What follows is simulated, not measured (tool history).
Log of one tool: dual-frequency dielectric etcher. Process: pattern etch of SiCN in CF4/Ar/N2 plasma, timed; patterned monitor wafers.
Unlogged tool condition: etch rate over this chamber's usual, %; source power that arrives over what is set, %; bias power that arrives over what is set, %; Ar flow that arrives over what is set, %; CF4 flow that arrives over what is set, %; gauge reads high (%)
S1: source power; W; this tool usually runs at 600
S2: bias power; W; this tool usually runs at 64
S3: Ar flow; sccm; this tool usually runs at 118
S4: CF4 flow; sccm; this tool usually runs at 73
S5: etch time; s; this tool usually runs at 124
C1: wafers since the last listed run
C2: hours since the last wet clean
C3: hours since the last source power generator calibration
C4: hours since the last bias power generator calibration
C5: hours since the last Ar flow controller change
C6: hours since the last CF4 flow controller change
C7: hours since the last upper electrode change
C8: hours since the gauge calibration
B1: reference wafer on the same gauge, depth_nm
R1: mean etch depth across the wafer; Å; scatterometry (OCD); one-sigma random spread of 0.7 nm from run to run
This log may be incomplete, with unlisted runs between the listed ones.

run	hour	S1	S2	S3	S4	S5	C1	C2	C3	C4	C5	C6	C7	C8	B1	R1
1	0	600	64	118	73	124	0	148.3	3740.7	3151	2091.6	4119.6	4435	538.8	141.9	1272
2	26.3	600	64	118	73	124	164	174.6	3767	3177.3	2117.9	4145.9	4461.3	565.1	142	1275
3	40.7	600	64	118	73	124	90	189	3781.4	3191.7	2132.3	4160.3	4475.7	579.5	142	1264
4	74.3	600	64	118	73	124	210	222.6	3815	3225.3	2165.9	4193.9	4509.3	613.1	142.1	1268
# hour 80.2: gauge calibrated
5	99.3	600	64	118	73	124	156	247.6	3840	3250.3	2190.9	4218.9	4534.3	19.1	142.1	1269
6	117.3	600	64	118	73	124	112	265.6	3858	3268.3	2208.9	4236.9	4552.3	37.1	142	1275
7	131.8	600	64	118	73	124	90	280.1	3872.5	3282.8	2223.4	4251.4	4566.8	51.6	142.1	1251
# hour 184.4: Ar flow controller replaced
8	238.5	600	64	118	73	142.5	629	386.8	3979.2	3389.5	54.1	4358.1	4673.5	158.3	142	1423
# hour 267.3: CF4 flow controller replaced
9	267.8	600	64	95	73	124	145	416.1	4008.5	3418.8	83.4	0.5	4702.8	187.6	142.1	1272
10	296.5	730	70	118	73	124	179	444.8	4037.2	3447.5	112.1	29.2	4731.5	216.3	141.9	1573
# hour 322.1: bias power generator calibrated
11	328.8	690	76	136	73	88	177	477.1	4069.5	6.7	144.4	61.5	4763.8	248.6	142	1078
# hour 352.8: upper electrode replaced
# hour 355.8: wet clean of the chamber
12	359.3	600	64	118	73	124	21	3.5	4100	37.2	174.9	92	6.5	279.1	141.9	1313
13	383.8	670	64	118	73	124	153	28	4124.5	61.7	199.4	116.5	31	303.6	142	1453
# hour 406.7: source power generator calibrated
14	407.2	470	64	118	73	124	121	51.4	0.5	85.1	222.8	139.9	54.4	327	142	1018
15	438.1	530	58	118	73	124	193	82.3	31.4	116	253.7	170.8	85.3	357.9	142	1102
16	467.4	600	64	118	73	124	183	111.6	60.7	145.3	283	200.1	114.6	387.2	142	1283
17	500.4	600	69	118	73	144.5	206	144.6	93.7	178.3	316	233.1	147.6	420.2	142	1545
18	525.9	750	64	118	73	124	159	170.1	119.2	203.8	341.5	258.6	173.1	445.7	142	1584
19	545.2	600	64	118	73	124	120	189.4	138.5	223.1	360.8	277.9	192.4	465	142.1	1267
20	571.7	670	64	144	73	124	165	215.9	165	249.6	387.3	304.4	218.9	491.5	142.1	1376
21	595.8	750	57	98	73	92	150	240	189.1	273.7	411.4	328.5	243	515.6	142	1128

Here are 4 independent what-if runs from the current tool condition. What would each one return?
A	596.3	600	64	118	73	124	3	240.5	189.6	274.2	411.9	329	243.5	516.1	?	?
B	596.3	600	58	118	73	124	3	240.5	189.6	274.2	411.9	329	243.5	516.1	?	?
C	596.3	600	57	118	81	124	3	240.5	189.6	274.2	411.9	329	243.5	516.1	?	?
D	596.3	740	73	144	63	124	3	240.5	189.6	274.2	411.9	329	243.5	516.1	?	?

run	B1	R1
A	141.9	1265
B	141.9	1201
C	141.9	1224
D	141.9	1535
Had the tool no hidden state, the same runs would have come out as:
run	R1
A	1304
B	1237
C	1261
D	1581
